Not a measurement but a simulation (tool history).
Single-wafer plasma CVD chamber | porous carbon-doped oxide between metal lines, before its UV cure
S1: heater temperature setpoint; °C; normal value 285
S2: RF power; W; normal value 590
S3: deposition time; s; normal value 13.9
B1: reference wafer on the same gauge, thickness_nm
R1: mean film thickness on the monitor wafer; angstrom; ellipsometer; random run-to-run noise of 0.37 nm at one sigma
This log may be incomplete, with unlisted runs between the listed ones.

run    hour   S1   S2    S3      B1       R1
  1       0  274  590  13.9  99.618  1048.38
  2    36.8  274  590  13.9  99.644  1052.23
  3    95.1  285  590  15.7  99.584  1086.11
  4   133.2  285  590  15.7  99.648  1097.04
  5   194.4  285  590  13.9   99.69   977.16
  6   374.9  285  590  13.9   99.54   974.82
  7   416.3  285  590  13.9  99.533   982.17
  8   480.4  285  590  13.9  99.577   989.68
      487.1  -- gauge calibrated
      543.4  -- RF generator calibrated
  9   551.1  285  590  13.9   99.53      992
 10   605.2  285  590  13.9  99.556   982.96
 11     636  285  590  13.9  99.684   989.16
 12   663.6  285  590  13.9  99.602   990.02
      737.5  -- thermocouple changed; heater temperature recalibrated
 13     738  291  590    16  99.534  1050.08
 14   800.5  285  660  13.9  99.612  1030.07
 15   838.7  285  590  13.9  99.565   957.16
 16   863.2  293  545  15.3  99.565   937.87
 17   901.9  285  590  13.9  99.591   957.11
 18   926.2  294  590  13.9  99.613   898.11
      946.5  -- showerhead replaced
 19   988.5  290  635  15.6  99.617  1080.38
 20  1024.2  285  590  13.9  99.549   956.59
 21  1092.4  276  695  15.2  99.651  1235.89
 22  1122.8  300  500  16.3  99.624   897.82
 23    1187  285  655  13.9  99.534  1029.94
 24  1247.4  280  480  11.9  99.662   746.35

Below are 5 alternative next runs, each starting from the tool's condition after run 24. Predict each:
  A  1247.8  285  590  13.9   ?   ?
  B  1247.8  277  630  12.5   ?   ?
  C  1247.8  295  495  12.7   ?   ?
  D  1247.8  285  620  12.9   ?   ?
  E  1247.8  277  590  16.1   ?   ?

run      B1       R1
  A  99.592   959.66
  B  99.592   959.38
  C  99.592   728.35
  D  99.592   923.12
  E  99.592  1172.03
The same runs, with their run-to-run variation unchanged, on a tool lacking any hidden condition would have given:
run       R1
  A   949.87
  B   949.18
  C   721.37
  D    913.7
  E  1159.57
